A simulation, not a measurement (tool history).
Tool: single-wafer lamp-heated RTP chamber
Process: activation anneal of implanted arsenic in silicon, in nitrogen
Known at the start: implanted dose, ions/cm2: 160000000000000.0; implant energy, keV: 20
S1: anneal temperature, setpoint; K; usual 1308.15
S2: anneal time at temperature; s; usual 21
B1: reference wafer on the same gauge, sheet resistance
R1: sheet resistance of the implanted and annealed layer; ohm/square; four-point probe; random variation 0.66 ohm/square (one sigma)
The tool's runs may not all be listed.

| run | hour | S1 | S2 | B1 | R1 |
|---|---|---|---|---|---|
| 1 | 0.0 | 1308.15 | 24 | 429.04 | 435.91 |
| 2 | 25.6 | 1308.15 | 24 | 428.99 | 436.19 |
| 3 | 61.3 | 1308.15 | 21 | 429.00 | 437.36 |
| 4 | 97.0 | 1308.15 | 21 | 429.07 | 437.52 |
| 5 | 115.5 | 1308.15 | 17 | 429.23 | 438.13 |
| 6 | 150.3 | 1308.15 | 17 | 428.86 | 438.10 |
| 7 | 165.0 | 1308.15 | 17 | 429.07 | 438.78 |
| 8 | 182.9 | 1308.15 | 21 | 429.07 | 436.39 |
| 9 | 217.1 | 1308.15 | 17 | 429.00 | 437.99 |
|  | 229.2 | reflector plate cleaned |
| 10 | 241.3 | 1297.15 | 21 | 428.96 | 438.52 |
| 11 | 273.2 | 1316.15 | 30 | 429.05 | 433.29 |
|  | 357.9 | gauge calibrated |
|  | 359.3 | pyrometer window cleaned and pyrometer calibrated |
| 12 | 373.4 | 1284.15 | 21 | 428.99 | 440.00 |
| 13 | 388.0 | 1293.15 | 21 | 428.96 | 439.27 |
| 14 | 411.9 | 1308.15 | 21 | 428.98 | 436.30 |
| 15 | 431.8 | 1288.15 | 28 | 429.02 | 438.77 |
| 16 | 453.1 | 1330.15 | 21 | 428.88 | 431.98 |

5 ways to go on from here, each from the tool as it stands after run 16. What would each give?
| A | 453.5 | 1308.15 | 33 | ? | ? |
| B | 453.5 | 1284.15 | 15 | ? | ? |
| C | 453.5 | 1299.15 | 29 | ? | ? |
| D | 453.5 | 1334.15 | 15 | ? | ? |
| E | 453.5 | 1308.15 | 13 | ? | ? |

| run | B1 | R1 |
|---|---|---|
| A | 429.05 | 433.23 |
| B | 429.05 | 440.53 |
| C | 429.05 | 435.65 |
| D | 429.05 | 434.82 |
| E | 429.05 | 439.03 |
Without the tool's hidden state the same runs would have given:
| run | R1 |
|---|---|
| A | 433.23 |
| B | 440.53 |
| C | 435.65 |
| D | 434.82 |
| E | 439.03 |

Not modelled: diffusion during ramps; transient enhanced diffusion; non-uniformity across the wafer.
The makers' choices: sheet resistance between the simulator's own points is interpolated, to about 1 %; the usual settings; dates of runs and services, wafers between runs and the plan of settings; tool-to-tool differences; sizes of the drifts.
